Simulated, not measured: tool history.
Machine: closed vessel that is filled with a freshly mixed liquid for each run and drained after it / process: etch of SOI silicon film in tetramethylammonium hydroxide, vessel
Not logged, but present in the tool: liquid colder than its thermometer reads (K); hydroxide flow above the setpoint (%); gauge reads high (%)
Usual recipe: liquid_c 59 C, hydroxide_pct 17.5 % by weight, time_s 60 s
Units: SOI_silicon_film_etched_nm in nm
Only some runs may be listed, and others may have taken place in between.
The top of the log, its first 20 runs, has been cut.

run,day,liquid_c,hydroxide_pct,time_s,wafers since the last listed run,hours since the thermometer was replaced,hours since the hydroxide flow meter was replaced,hours since the gauge calibration,"read-back film thickness of the SOI silicon film reference wafer, read on the same gauge (nm)",SOI_silicon_film_etched_nm
21,43.596,53.5,20,40,2174,395.7,1580.3,279.9,69.99,77.04
22,44.908,59,17.5,60,2762,427.2,1611.8,311.4,70,172.73
23,46.012,59,17.5,60,2324,453.7,1638.3,337.9,69.99,172.91
24,48.446,59,17.5,60,5121,512.1,1696.7,396.3,70.01,176.49
# day 49.475: hydroxide flow meter replaced
25,49.621,56,17.5,30,2385,540.3,3.5,424.5,70.02,73.1
26,52.138,51,14,80,5297,600.7,63.9,484.9,69.99,150.91
27,54.004,65,16,60,3928,645.5,108.7,529.7,70.02,257.91
28,56.846,52,15,60,5981,713.7,176.9,597.9,70.03,116.27
29,58.725,51.5,14.5,85,3955,758.8,222,643,70,159.75
30,61.408,59,17.5,60,5647,823.2,286.4,707.4,69.99,171.74
31,63.888,51,15.5,75,5218,882.7,345.9,766.9,70.03,134.53
32,65.242,56.5,21.5,40,2850,915.2,378.4,799.4,69.97,88.92
33,68.025,59,20,75,5858,982,445.2,866.2,69.95,201.59
34,69.983,59,17.5,60,4121,1029,492.2,913.2,70.01,171.92
# day 72.1: gauge calibrated
35,72.508,65,16,60,5314,1089.6,552.8,9.8,70,255.29

Forecast each of these 3 alternatives for the next run:
A,72.538,59,17.5,60,61,1090.3,553.5,10.5,?,?
B,72.538,59,16,60,61,1090.3,553.5,10.5,?,?
C,72.538,59,19.5,45,61,1090.3,553.5,10.5,?,?

run,"read-back film thickness of the SOI silicon film reference wafer, read on the same gauge (nm)",SOI_silicon_film_etched_nm
A,69.97,168.15
B,69.97,173.76
C,69.97,120.51
Had the tool no hidden state, the same runs would have come out as:
run,SOI_silicon_film_etched_nm
A,177.78
B,183.71
C,127.41
